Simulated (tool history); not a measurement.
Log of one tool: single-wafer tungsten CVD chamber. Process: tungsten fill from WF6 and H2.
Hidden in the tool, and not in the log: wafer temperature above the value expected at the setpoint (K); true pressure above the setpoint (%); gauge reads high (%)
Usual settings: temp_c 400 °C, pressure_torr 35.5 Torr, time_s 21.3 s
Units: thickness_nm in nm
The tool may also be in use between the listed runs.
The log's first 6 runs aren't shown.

run,day,temp_c,pressure_torr,time_s,wafers since the last listed run,hours since the last thermocouple change,hours since the last manometer calibration,hours since the showerhead was replaced,hours since the gauge calibration,"read-back reference wafer on the same gauge, thickness_nm",thickness_nm
7,5.062,400,35.5,21.3,389,2730.1,1423.3,5882.2,276.3,82.531,81.287
8,5.35,409,39.3,21.3,164,2737,1430.2,5889.1,283.2,82.488,101.584
9,5.704,409,39.3,21.3,202,2745.5,1438.7,5897.6,291.7,82.518,101.11
10,6.329,400,35.5,21.3,358,2760.5,1453.7,5912.6,306.7,82.483,81.522
# day 7.083: capacitance manometer re-zeroed and calibrated
11,7.104,400,35.5,21.3,253,2779.1,0.5,5931.2,325.3,82.465,81.458
12,7.579,406,35.5,21.3,272,2790.5,11.9,5942.6,336.7,82.566,91.72
13,8.279,406,35.5,21.3,400,2807.3,28.7,5959.4,353.5,82.484,91.692
14,8.612,400,35.5,21.3,190,2815.3,36.7,5967.4,361.5,82.483,81.885
15,8.946,400,35.5,18.2,190,2823.3,44.7,5975.4,369.5,82.545,69.632
# day 9.475: thermocouple changed; heater temperature recalibrated
16,10.425,400,35.5,18.2,656,22.8,80.2,6010.9,405,82.473,72.47
# day 12.183: showerhead replaced
17,12.629,400,35.5,21.3,1071,75.7,133.1,10.7,457.9,82.535,86.64
18,13.029,406,39.9,23.7,229,85.3,142.7,20.3,467.5,82.571,112.989

Forecast run 19:
19,13.358,389,35.5,21.3,188,93.2,150.6,28.2,475.4,?,?

Run 19 gave read-back reference wafer on the same gauge, thickness_nm 82.429, thickness_nm 69.092 nm.
Without the tool's hidden state the same run would have given thickness_nm 58.471 nm.

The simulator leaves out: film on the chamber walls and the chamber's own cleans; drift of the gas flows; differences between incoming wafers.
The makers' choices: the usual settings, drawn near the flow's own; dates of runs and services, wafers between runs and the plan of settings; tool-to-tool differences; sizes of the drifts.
